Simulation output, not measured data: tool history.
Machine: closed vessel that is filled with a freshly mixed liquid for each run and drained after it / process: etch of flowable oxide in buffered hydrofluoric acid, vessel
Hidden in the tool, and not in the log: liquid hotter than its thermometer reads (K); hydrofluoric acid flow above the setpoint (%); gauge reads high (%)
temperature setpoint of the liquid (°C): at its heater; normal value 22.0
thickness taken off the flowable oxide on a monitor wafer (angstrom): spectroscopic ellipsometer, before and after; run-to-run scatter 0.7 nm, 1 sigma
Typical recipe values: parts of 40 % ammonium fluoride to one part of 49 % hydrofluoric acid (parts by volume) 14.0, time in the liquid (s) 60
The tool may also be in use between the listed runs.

run	hour	temperature setpoint of the liquid (°C)	parts of 40 % ammonium fluoride to one part of 49 % hydrofluoric acid (parts by volume)	time in the liquid (s)	wafers since the last listed run	hours since the thermometer was replaced	hours since the hydrofluoric acid flow meter was replaced	hours since the gauge calibration	read-back film thickness of the flowable oxide reference wafer, read on the same gauge (nm)	thickness taken off the flowable oxide on a monitor wafer (angstrom)
1	0.0	20.0	14.0	60	0	2605.0	1193.0	71.3	49.97	1179.6
2	21.1	20.0	14.0	60	1401	2626.1	1214.1	92.4	50.00	1176.0
3	36.0	20.0	14.0	60	989	2641.0	1229.0	107.3	50.00	1194.0
4	44.5	22.0	14.0	60	564	2649.5	1237.5	115.8	50.01	1326.7
5	55.9	22.0	14.0	60	756	2660.9	1248.9	127.2	49.98	1316.8
6	72.6	22.0	10.5	60	1108	2677.6	1265.6	143.9	49.99	1721.3
7	79.0	22.0	10.5	60	424	2684.0	1272.0	150.3	49.99	1724.7
8	96.4	22.0	10.5	60	1155	2701.4	1289.4	167.7	50.01	1704.3
9	109.1	22.0	14.0	60	843	2714.1	1302.1	180.4	49.99	1337.1
10	124.1	22.0	14.0	60	995	2729.1	1317.1	195.4	49.97	1322.2
11	130.5	23.5	14.0	60	424	2735.5	1323.5	201.8	50.03	1450.1
# hour 137.6: hydrofluoric acid flow meter replaced
12	148.3	23.5	14.0	60	1115	2753.3	10.7	219.6	50.03	1279.0
# hour 153.4: gauge calibrated
13	164.4	22.0	14.0	60	1069	2769.4	26.8	11.0	50.00	1196.7
14	175.3	22.0	14.0	60	723	2780.3	37.7	21.9	49.98	1199.6
15	192.3	22.0	14.0	60	1128	2797.3	54.7	38.9	49.98	1206.8
16	203.3	22.0	14.0	60	730	2808.3	65.7	49.9	49.99	1193.1
17	210.3	22.0	14.0	30	464	2815.3	72.7	56.9	50.03	604.7
18	218.0	20.0	9.5	50	511	2823.0	80.4	64.6	49.99	1291.6
19	225.0	22.0	14.0	60	464	2830.0	87.4	71.6	49.99	1195.6
20	232.9	23.5	11.0	60	524	2837.9	95.3	79.5	50.05	1654.7
# hour 241.2: thermometer replaced
21	247.4	22.0	14.0	60	896	6.2	109.8	94.0	49.99	1189.4
22	257.5	22.0	16.5	50	670	16.3	119.9	104.1	49.97	850.6
23	268.9	26.0	18.5	90	756	27.7	131.3	115.5	50.01	1709.2
24	274.9	19.5	12.0	45	398	33.7	137.3	121.5	50.02	910.3
25	286.8	25.0	17.5	30	790	45.6	149.2	133.4	50.03	572.4
26	316.7	22.0	19.5	60	1985	75.5	179.1	163.3	50.00	876.2
27	328.1	22.0	14.0	60	756	86.9	190.5	174.7	50.01	1212.7
28	342.4	26.0	19.0	85	949	101.2	204.8	189.0	50.00	1576.4
29	355.4	22.0	14.0	60	863	114.2	217.8	202.0	50.01	1213.1
30	367.0	22.0	15.5	30	770	125.8	229.4	213.6	50.00	550.0

How would selected steps in thickness taken off the flowable oxide on a monitor wafer (angstrom) from run to run divide? Give the signed amount a tool lacking its hidden state would still show from settings, what came in and random variation, and the signed amount left for the hidden state, including any gauge scatter that is not in both of the compared results.
Run 3 -> 4: temperature setpoint of the liquid (°C) 20.0 -> 22.0. thickness taken off the flowable oxide on a monitor wafer (angstrom) +132.7: hidden state +13.8, all else +118.9.
Run 10 -> 11: temperature setpoint of the liquid (°C) 22.0 -> 23.5. thickness taken off the flowable oxide on a monitor wafer (angstrom) +127.9: hidden state +14.1, all else +113.8.
Run 11 -> 12: hydrofluoric acid flow meter replaced. thickness taken off the flowable oxide on a monitor wafer (angstrom) -171.1: hidden state -151.1, all else -20.0.
Run 17 -> 18: temperature setpoint of the liquid (°C) 22.0 -> 20.0, parts of 40 % ammonium fluoride to one part of 49 % hydrofluoric acid (parts by volume) 14.0 -> 9.5, time in the liquid (s) 30 -> 50. thickness taken off the flowable oxide on a monitor wafer (angstrom) +686.9: hidden state +2.1, all else +684.8.
Run 22 -> 23: temperature setpoint of the liquid (°C) 22.0 -> 26.0, parts of 40 % ammonium fluoride to one part of 49 % hydrofluoric acid (parts by volume) 16.5 -> 18.5, time in the liquid (s) 50 -> 90. thickness taken off the flowable oxide on a monitor wafer (angstrom) +858.6: hidden state +10.8, all else +847.8.
Run 23 -> 24: temperature setpoint of the liquid (°C) 26.0 -> 19.5, parts of 40 % ammonium fluoride to one part of 49 % hydrofluoric acid (parts by volume) 18.5 -> 12.0, time in the liquid (s) 90 -> 45. thickness taken off the flowable oxide on a monitor wafer (angstrom) -798.9: hidden state -8.9, all else -790.0.
